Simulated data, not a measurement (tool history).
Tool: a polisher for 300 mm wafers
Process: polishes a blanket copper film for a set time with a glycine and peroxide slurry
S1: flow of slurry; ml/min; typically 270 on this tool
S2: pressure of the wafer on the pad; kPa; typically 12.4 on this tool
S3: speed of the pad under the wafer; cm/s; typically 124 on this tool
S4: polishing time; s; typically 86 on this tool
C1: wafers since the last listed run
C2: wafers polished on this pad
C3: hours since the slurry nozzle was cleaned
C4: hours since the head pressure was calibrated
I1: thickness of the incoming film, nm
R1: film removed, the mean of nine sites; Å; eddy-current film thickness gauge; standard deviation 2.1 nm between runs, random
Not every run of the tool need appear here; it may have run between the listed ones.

| run | hour | S1 | S2 | S3 | S4 | C1 | C2 | C3 | C4 | I1 | R1 |
|---|---|---|---|---|---|---|---|---|---|---|---|
| 1 | 0 | 270 | 12.4 | 124 | 86 | 0 | 658 | 397.2 | 845.5 | 1110.9 | 3640 |
| 2 | 34.7 | 270 | 12.4 | 124 | 86 | 342 | 1000 | 431.9 | 880.2 | 1098 | 3647 |
|  | 55.9 | worn pad replaced by a new one |
| 3 | 97.5 | 270 | 12.4 | 124 | 86 | 580 | 410 | 494.7 | 943 | 1114.9 | 3639 |
|  | 182.7 | worn pad replaced by a new one |
|  | 197 | slurry nozzle cleaned |
|  | 199.2 | head pressure recalibrated |
| 4 | 204.1 | 270 | 12.4 | 124 | 86 | 983 | 181 | 7.1 | 4.9 | 1108.7 | 3477 |
| 5 | 236.4 | 270 | 12.4 | 124 | 86 | 318 | 500 | 39.4 | 37.2 | 1099.2 | 3444 |
| 6 | 252.1 | 270 | 12.4 | 124 | 86 | 155 | 655 | 55.1 | 52.9 | 1120.5 | 3509 |
| 7 | 275.6 | 270 | 12.4 | 152 | 86 | 232 | 887 | 78.6 | 76.4 | 1107.5 | 3889 |
|  | 297.4 | worn pad replaced by a new one |
| 8 | 309.9 | 270 | 12.4 | 152 | 86 | 299 | 123 | 112.9 | 110.7 | 1093.2 | 3898 |
| 9 | 325.3 | 270 | 12.4 | 124 | 67 | 152 | 276 | 128.3 | 126.1 | 1106.2 | 2751 |
| 10 | 354.4 | 190 | 15.2 | 124 | 86 | 287 | 563 | 157.4 | 155.2 | 1113.8 | 3793 |
| 11 | 388.5 | 305 | 12.4 | 124 | 58 | 336 | 900 | 191.5 | 189.3 | 1098.5 | 2389 |
|  | 415.4 | worn pad replaced by a new one |
| 12 | 420.6 | 185 | 12.4 | 156 | 86 | 277 | 51 | 223.6 | 221.4 | 1112.8 | 3780 |
| 13 | 438.3 | 360 | 16.5 | 154 | 106 | 174 | 226 | 241.3 | 239.1 | 1096.2 | 6169 |
| 14 | 454.8 | 270 | 11 | 90 | 66 | 162 | 389 | 257.8 | 255.6 | 1101.9 | 2172 |
| 15 | 469 | 270 | 9 | 162 | 86 | 140 | 529 | 272 | 269.8 | 1112.8 | 3321 |
| 16 | 493.8 | 270 | 13.8 | 124 | 86 | 244 | 774 | 296.8 | 294.6 | 1089 | 3806 |
|  | 524.2 | worn pad replaced by a new one |
| 17 | 564.8 | 270 | 12.4 | 124 | 86 | 661 | 400 | 367.8 | 365.6 | 1127.4 | 3567 |
| 18 | 577.1 | 350 | 14.5 | 124 | 86 | 121 | 521 | 380.1 | 377.9 | 1094.6 | 4061 |

What if the next run were any one of these 3? Each begins from the tool's condition after run 18:
| A | 577.6 | 270 | 12.4 | 124 | 86 | 4 | 526 | 380.6 | 378.4 | 1119.7 | ? |
| B | 577.6 | 330 | 12.4 | 124 | 78 | 4 | 526 | 380.6 | 378.4 | 1119.7 | ? |
| C | 577.6 | 220 | 12.4 | 124 | 75 | 4 | 526 | 380.6 | 378.4 | 1119.7 | ? |

| run | R1 |
|---|---|
| A | 3555 |
| B | 3288 |
| C | 3023 |
Take away the tool's hidden state, keep each run's random variation, and the runs would have read:
| run | R1 |
|---|---|
| A | 3420 |
| B | 3163 |
| C | 2908 |

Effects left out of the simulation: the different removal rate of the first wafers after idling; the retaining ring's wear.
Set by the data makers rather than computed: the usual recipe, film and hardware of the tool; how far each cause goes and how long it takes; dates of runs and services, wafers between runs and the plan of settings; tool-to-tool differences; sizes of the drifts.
